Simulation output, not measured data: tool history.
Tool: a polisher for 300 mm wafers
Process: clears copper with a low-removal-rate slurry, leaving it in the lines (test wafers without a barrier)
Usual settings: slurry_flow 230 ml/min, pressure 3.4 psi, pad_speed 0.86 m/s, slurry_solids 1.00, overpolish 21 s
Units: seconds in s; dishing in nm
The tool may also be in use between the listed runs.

| run | hour | slurry_flow | pressure | pad_speed | slurry_solids | overpolish | incoming thickness of the incoming film, nm | seconds | dishing |
|---|---|---|---|---|---|---|---|---|---|
| 1 | 0.0 | 230 | 3.4 | 0.86 | 1.00 | 21 | 400.5 | 156.7 | 34.4 |
|  | 2.4 | head pressure recalibrated |
| 2 | 49.6 | 230 | 3.4 | 0.86 | 1.00 | 21 | 397.0 | 149.4 | 35.2 |
|  | 61.9 | worn pad replaced by a new one |
| 3 | 91.1 | 255 | 3.4 | 0.86 | 1.00 | 21 | 401.5 | 133.7 | 38.2 |
| 4 | 118.4 | 255 | 3.4 | 0.86 | 1.00 | 21 | 386.4 | 130.8 | 37.6 |
| 5 | 153.6 | 255 | 3.4 | 0.86 | 1.00 | 21 | 391.9 | 132.3 | 38.0 |
|  | 189.6 | slurry nozzle cleaned |
| 6 | 217.3 | 230 | 3.4 | 0.86 | 1.00 | 21 | 393.4 | 146.1 | 36.1 |
|  | 256.0 | worn pad replaced by a new one |
| 7 | 259.4 | 230 | 3.4 | 0.86 | 1.10 | 24 | 394.7 | 127.0 | 43.8 |
|  | 318.5 | slurry blender recalibrated |
| 8 | 320.8 | 230 | 3.4 | 0.86 | 1.00 | 21 | 403.8 | 142.1 | 37.5 |
|  | 437.6 | worn pad replaced by a new one |
| 9 | 488.8 | 230 | 3.4 | 0.86 | 1.00 | 21 | 397.6 | 139.0 | 37.2 |
| 10 | 548.2 | 175 | 3.0 | 1.06 | 0.80 | 21 | 401.4 | 150.0 | 35.1 |
|  | 595.0 | slurry nozzle cleaned |
| 11 | 615.5 | 230 | 3.4 | 0.86 | 1.00 | 21 | 392.1 | 154.4 | 34.0 |
|  | 646.6 | worn pad replaced by a new one |
|  | 663.7 | head pressure recalibrated |
| 12 | 748.7 | 230 | 4.3 | 0.86 | 1.00 | 21 | 398.6 | 112.4 | 45.0 |
|  | 759.8 | slurry blender recalibrated |
| 13 | 792.8 | 230 | 3.4 | 0.58 | 1.00 | 21 | 393.1 | 212.3 | 25.8 |
| 14 | 824.1 | 230 | 4.4 | 0.96 | 0.75 | 14 | 389.5 | 110.4 | 32.1 |
| 15 | 873.1 | 230 | 4.2 | 0.60 | 1.00 | 21 | 399.5 | 176.9 | 30.5 |
|  | 885.3 | worn pad replaced by a new one |
| 16 | 920.0 | 165 | 3.4 | 0.76 | 1.25 | 27 | 398.1 | 148.8 | 42.2 |
| 17 | 949.6 | 210 | 3.0 | 0.68 | 1.00 | 30 | 389.7 | 203.8 | 35.9 |
| 18 | 1018.7 | 230 | 3.9 | 0.86 | 1.10 | 21 | 398.9 | 124.5 | 41.3 |

Some steps in seconds between neighbouring runs. How much of each would the tool show without its hidden state too (settings, what came in, random variation), and how much is left for the hidden state, with any gauge scatter that isn't in both results?
The hidden state here: removal rate lost through wear of the pad, %; slurry flow missing at the pad, %; deviation of the head's pressure from its setpoint, %; abrasive missing from the slurry, %.
Run 13 -> 14: pressure 3.4 -> 4.4, pad_speed 0.58 -> 0.96, slurry_solids 1.00 -> 0.75, overpolish 21 -> 14. seconds -101.9 s: hidden state -8.6, all else -93.3.
Run 15 -> 16: slurry_flow 230 -> 165, pressure 4.2 -> 3.4, pad_speed 0.60 -> 0.76, slurry_solids 1.00 -> 1.25, overpolish 21 -> 27, worn pad replaced by a new one. seconds -28.1 s: hidden state -19.3, all else -8.8.
